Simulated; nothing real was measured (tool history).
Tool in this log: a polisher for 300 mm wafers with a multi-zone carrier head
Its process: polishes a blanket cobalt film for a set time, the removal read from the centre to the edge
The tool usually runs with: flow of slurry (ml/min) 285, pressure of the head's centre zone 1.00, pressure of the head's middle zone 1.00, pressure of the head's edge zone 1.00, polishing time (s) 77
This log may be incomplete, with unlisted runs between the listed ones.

run     day  flow of slurry (ml/min)  pressure of the head's centre zone  pressure of the head's middle zone  pressure of the head's edge zone  polishing time (s)  wafers since the last listed run  wafers polished on this pad  hours since the slurry nozzle was cleaned  hours since the centre zone pressure was calibrated  hours since the edge zone pressure was calibrated  hours since the carrier head's membrane was replaced  incoming thickness of the incoming film, nm  film removed at the wafer's centre (angstrom)  film removed at mid-radius (angstrom)  film removed at the wafer's edge (angstrom)
  1   0.000                      240                                1.00                                1.00                              1.00                  77                                 0                         4218                                      211.8                                                 83.3                                              202.8                                                 844.0                                       1570.1                                           4130                                   4175                                         4157
      0.917  -- worn pad replaced by a new one
  2   2.050                      285                                1.00                                0.97                              1.00                  77                               461                          277                                      261.0                                                132.5                                              252.0                                                 893.2                                       1610.0                                           4788                                   4474                                         4712
  3   5.417                      285                                1.00                                0.97                              1.00                  77                               824                         1101                                      341.8                                                213.3                                              332.8                                                 974.0                                       1583.1                                           4704                                   4565                                         4626
      7.342  -- slurry nozzle cleaned
  4   7.529                      325                                1.00                                1.00                              1.00                  77                               506                         1608                                        4.5                                                264.0                                              383.5                                                1024.7                                       1612.8                                           4624                                   4617                                         4612
     11.325  -- edge zone pressure recalibrated
  5  11.575                      325                                1.00                                1.00                              1.00                  77                               969                         2578                                      101.6                                                361.1                                                6.0                                                1121.8                                       1587.1                                           4592                                   4523                                         4495
  6  15.642                      325                                1.00                                1.00                              1.00                  77                               995                         3574                                      199.2                                                458.7                                              103.6                                                1219.4                                       1582.6                                           4550                                   4321                                         4313
     16.558  -- worn pad replaced by a new one
     25.183  -- slurry nozzle cleaned
     28.212  -- edge zone pressure recalibrated
  7  28.675                      285                                1.00                                1.00                              0.96                  77                              3119                         2935                                       83.8                                                771.5                                               11.1                                                1532.2                                       1593.9                                           4471                                   4505                                         4335
  8  30.321                      285                                1.00                                1.00                              0.96                  77                               402                         3337                                      123.3                                                811.0                                               50.6                                                1571.7                                       1585.2                                           4467                                   4409                                         4296
  9  32.108                      285                                1.07                                0.92                              1.11                  99                               437                         3775                                      166.2                                                853.9                                               93.5                                                1614.6                                       1563.9                                           6133                                   5008                                         5764
     33.150  -- centre zone pressure recalibrated
 10  34.054                      285                                0.96                                1.09                              0.92                  77                               455                         4231                                      212.9                                                 21.7                                              140.2                                                1661.3                                       1613.2                                           4089                                   4480                                         4037
 11  35.604                      285                                1.00                                0.94                              1.00                  90                               379                         4610                                      250.1                                                 58.9                                              177.4                                                1698.5                                       1579.9                                           4982                                   4547                                         4815
     35.908  -- worn pad replaced by a new one
     36.638  -- carrier head's membrane replaced by a new one
 12  37.221                      285                                1.00                                1.00                              1.00                  77                               303                          269                                      288.9                                                 97.7                                              216.2                                                  14.0                                       1582.4                                           4666                                   4671                                         4653
 13  40.479                      240                                1.00                                1.00                              1.00                  77                               797                         1067                                      367.1                                                175.9                                              294.4                                                  92.2                                       1592.5                                           4700                                   4553                                         4603
     43.496  -- slurry nozzle cleaned
 14  44.404                      285                                1.00                                1.00                              1.00                  77                               950                         2018                                       21.8                                                270.1                                              388.6                                                 186.4                                       1583.2                                           4619                                   4625                                         4549
     45.871  -- edge zone pressure recalibrated
 15  47.454                      285                                1.11                                0.91                              1.12                  89                               726                         2744                                       95.0                                                343.3                                               38.0                                                 259.6                                       1581.3                                           5642                                   4725                                         5461
 16  49.342                      285                                1.07                                1.06                              0.96                  63                               462                         3206                                      140.3                                                388.6                                               83.3                                                 304.9                                       1603.3                                           3870                                   3765                                         3515
 17  51.633                      200                                0.94                                1.00                              1.00                  94                               560                         3767                                      195.3                                                443.6                                              138.3                                                 359.9                                       1601.0                                           4810                                   5006                                         5194
 18  54.154                      220                                1.00                                0.97                              1.00                  77                               617                         4384                                      255.8                                                504.1                                              198.8                                                 420.4                                       1571.8                                           4147                                   3926                                         4048
     56.821  -- worn pad replaced by a new one
 19  62.962                      325                                1.00                                1.00                              1.00                  77                              2115                         1503                                      467.2                                                715.5                                              410.2                                                 631.8                                       1590.5                                           4674                                   4728                                         4686

For run 20, what comes out?
     63.733  -- slurry nozzle cleaned
 20  64.479                      285                                1.00                                1.00                              1.10                  77                               361                         1864                                       17.9                                                751.9                                              446.6                                                 668.2                                       1624.7                                              ?                                      ?                                            ?

{"run 20": {"film removed at the wafer's centre (angstrom)": 4585, "film removed at mid-radius (angstrom)": 4574, "film removed at the wafer's edge (angstrom)": 4831}}
If the tool had no hidden condition, the same run with the same run-to-run variation would have returned film removed at the wafer's centre (angstrom) 4696, film removed at mid-radius (angstrom) 4684, film removed at the wafer's edge (angstrom) 4947.

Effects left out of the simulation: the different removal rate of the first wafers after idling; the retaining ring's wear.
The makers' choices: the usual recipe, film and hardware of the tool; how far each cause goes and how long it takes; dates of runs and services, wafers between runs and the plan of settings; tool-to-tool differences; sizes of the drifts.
